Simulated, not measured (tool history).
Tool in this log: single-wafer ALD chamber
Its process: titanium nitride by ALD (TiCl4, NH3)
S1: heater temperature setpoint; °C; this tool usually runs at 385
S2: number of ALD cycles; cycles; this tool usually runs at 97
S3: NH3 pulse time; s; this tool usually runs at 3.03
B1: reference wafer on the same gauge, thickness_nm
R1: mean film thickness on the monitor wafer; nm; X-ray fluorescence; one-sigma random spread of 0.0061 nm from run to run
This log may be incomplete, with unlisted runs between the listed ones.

{"run": 1, "day": 0.0, "S1": 385, "S2": 101, "S3": 3.03, "B1": 2.102, "R1": 2.484}
{"day": 0.488, "done": "gauge calibrated"}
{"run": 2, "day": 1.35, "S1": 385, "S2": 101, "S3": 3.03, "B1": 2.128, "R1": 2.515}
{"run": 3, "day": 2.833, "S1": 385, "S2": 97, "S3": 3.03, "B1": 2.129, "R1": 2.433}
{"run": 4, "day": 4.046, "S1": 385, "S2": 97, "S3": 3.03, "B1": 2.13, "R1": 2.419}
{"run": 5, "day": 6.312, "S1": 385, "S2": 97, "S3": 3.03, "B1": 2.129, "R1": 2.425}
{"run": 6, "day": 9.112, "S1": 385, "S2": 97, "S3": 3.03, "B1": 2.126, "R1": 2.436}
{"run": 7, "day": 12.083, "S1": 385, "S2": 97, "S3": 3.03, "B1": 2.129, "R1": 2.423}
{"run": 8, "day": 14.842, "S1": 385, "S2": 97, "S3": 3.03, "B1": 2.128, "R1": 2.417}
{"run": 9, "day": 17.446, "S1": 385, "S2": 97, "S3": 2.78, "B1": 2.128, "R1": 2.413}
{"run": 10, "day": 20.029, "S1": 385, "S2": 97, "S3": 2.78, "B1": 2.125, "R1": 2.404}
{"run": 11, "day": 21.4, "S1": 385, "S2": 97, "S3": 2.78, "B1": 2.125, "R1": 2.408}
{"run": 12, "day": 23.212, "S1": 381, "S2": 103, "S3": 3.03, "B1": 2.122, "R1": 2.566}
{"run": 13, "day": 24.862, "S1": 381, "S2": 103, "S3": 3.03, "B1": 2.12, "R1": 2.561}
{"run": 14, "day": 26.333, "S1": 378, "S2": 97, "S3": 3.03, "B1": 2.122, "R1": 2.415}
{"run": 15, "day": 27.771, "S1": 378, "S2": 97, "S3": 3.03, "B1": 2.121, "R1": 2.41}
{"day": 30.354, "done": "thermocouple changed; heater temperature recalibrated"}
{"run": 16, "day": 30.375, "S1": 378, "S2": 97, "S3": 3.03, "B1": 2.12, "R1": 2.397}
{"run": 17, "day": 32.917, "S1": 385, "S2": 97, "S3": 3.03, "B1": 2.115, "R1": 2.417}
{"run": 18, "day": 35.379, "S1": 397, "S2": 107, "S3": 3.03, "B1": 2.116, "R1": 2.69}
{"day": 35.875, "done": "showerhead replaced"}
{"run": 19, "day": 37.317, "S1": 385, "S2": 97, "S3": 3.03, "B1": 2.111, "R1": 2.417}
{"run": 20, "day": 39.133, "S1": 373, "S2": 97, "S3": 3.4, "B1": 2.109, "R1": 2.401}
{"run": 21, "day": 41.175, "S1": 385, "S2": 91, "S3": 3.03, "B1": 2.11, "R1": 2.253}
{"run": 22, "day": 42.842, "S1": 385, "S2": 97, "S3": 3.03, "B1": 2.11, "R1": 2.414}
{"day": 43.758, "done": "gauge calibrated"}
{"run": 23, "day": 44.55, "S1": 381, "S2": 97, "S3": 3.03, "B1": 2.129, "R1": 2.423}
{"run": 24, "day": 47.238, "S1": 385, "S2": 97, "S3": 1.87, "B1": 2.127, "R1": 2.355}
{"run": 25, "day": 50.221, "S1": 385, "S2": 97, "S3": 3.03, "B1": 2.129, "R1": 2.447}
{"run": 26, "day": 51.533, "S1": 385, "S2": 97, "S3": 3.03, "B1": 2.129, "R1": 2.428}
{"run": 27, "day": 53.796, "S1": 385, "S2": 85, "S3": 3.03, "B1": 2.129, "R1": 2.126}
{"run": 28, "day": 55.362, "S1": 379, "S2": 88, "S3": 3.75, "B1": 2.13, "R1": 2.215}
{"run": 29, "day": 57.192, "S1": 373, "S2": 105, "S3": 2.26, "B1": 2.128, "R1": 2.553}
{"run": 30, "day": 58.808, "S1": 385, "S2": 97, "S3": 3.03, "B1": 2.129, "R1": 2.426}
{"run": 31, "day": 60.15, "S1": 396, "S2": 82, "S3": 2.61, "B1": 2.13, "R1": 2.058}
{"run": 32, "day": 61.338, "S1": 379, "S2": 114, "S3": 3.36, "B1": 2.125, "R1": 2.849}
{"run": 33, "day": 62.521, "S1": 385, "S2": 97, "S3": 3.4, "B1": 2.128, "R1": 2.435}
{"run": 34, "day": 64.783, "S1": 392, "S2": 102, "S3": 2.03, "B1": 2.124, "R1": 2.507}
{"run": 35, "day": 66.208, "S1": 395, "S2": 97, "S3": 3.44, "B1": 2.125, "R1": 2.458}
{"run": 36, "day": 70.521, "S1": 396, "S2": 106, "S3": 3.03, "B1": 2.124, "R1": 2.669}
{"run": 37, "day": 73.479, "S1": 379, "S2": 97, "S3": 3.03, "B1": 2.117, "R1": 2.401}
{"run": 38, "day": 75.838, "S1": 394, "S2": 102, "S3": 3.83, "B1": 2.117, "R1": 2.591}
{"run": 39, "day": 77.208, "S1": 385, "S2": 97, "S3": 3.03, "B1": 2.116, "R1": 2.427}

Measured less the same run without the tool's hidden state. The same run-to-run variation is in both; the gauge's scatter may not be:
Hidden conditions of the tool in this case: wafer temperature above the value expected at the setpoint (K); gauge reads high (%).
run=1 R1=-0.035
run=2 R1=-0.001
run=3 R1=-0.001
run=4 R1=-0.002
run=5 R1=-0.002
run=6 R1=-0.002
run=7 R1=-0.003
run=8 R1=-0.004
run=9 R1=-0.005
run=10 R1=-0.006
run=11 R1=-0.007
run=12 R1=-0.008
run=13 R1=-0.01
run=14 R1=-0.01
run=15 R1=-0.011
run=16 R1=-0.013
run=17 R1=-0.016
run=18 R1=-0.019
run=19 R1=-0.019
run=20 R1=-0.021
run=21 R1=-0.022
run=22 R1=-0.025
run=23 R1=+0
run=24 R1=+0
run=25 R1=+0
run=26 R1=+0
run=27 R1=-0.001
run=28 R1=-0.002
run=29 R1=-0.002
run=30 R1=-0.002
run=31 R1=-0.003
run=32 R1=-0.004
run=33 R1=-0.004
run=34 R1=-0.006
run=35 R1=-0.006
run=36 R1=-0.009
run=37 R1=-0.011
run=38 R1=-0.014
run=39 R1=-0.014
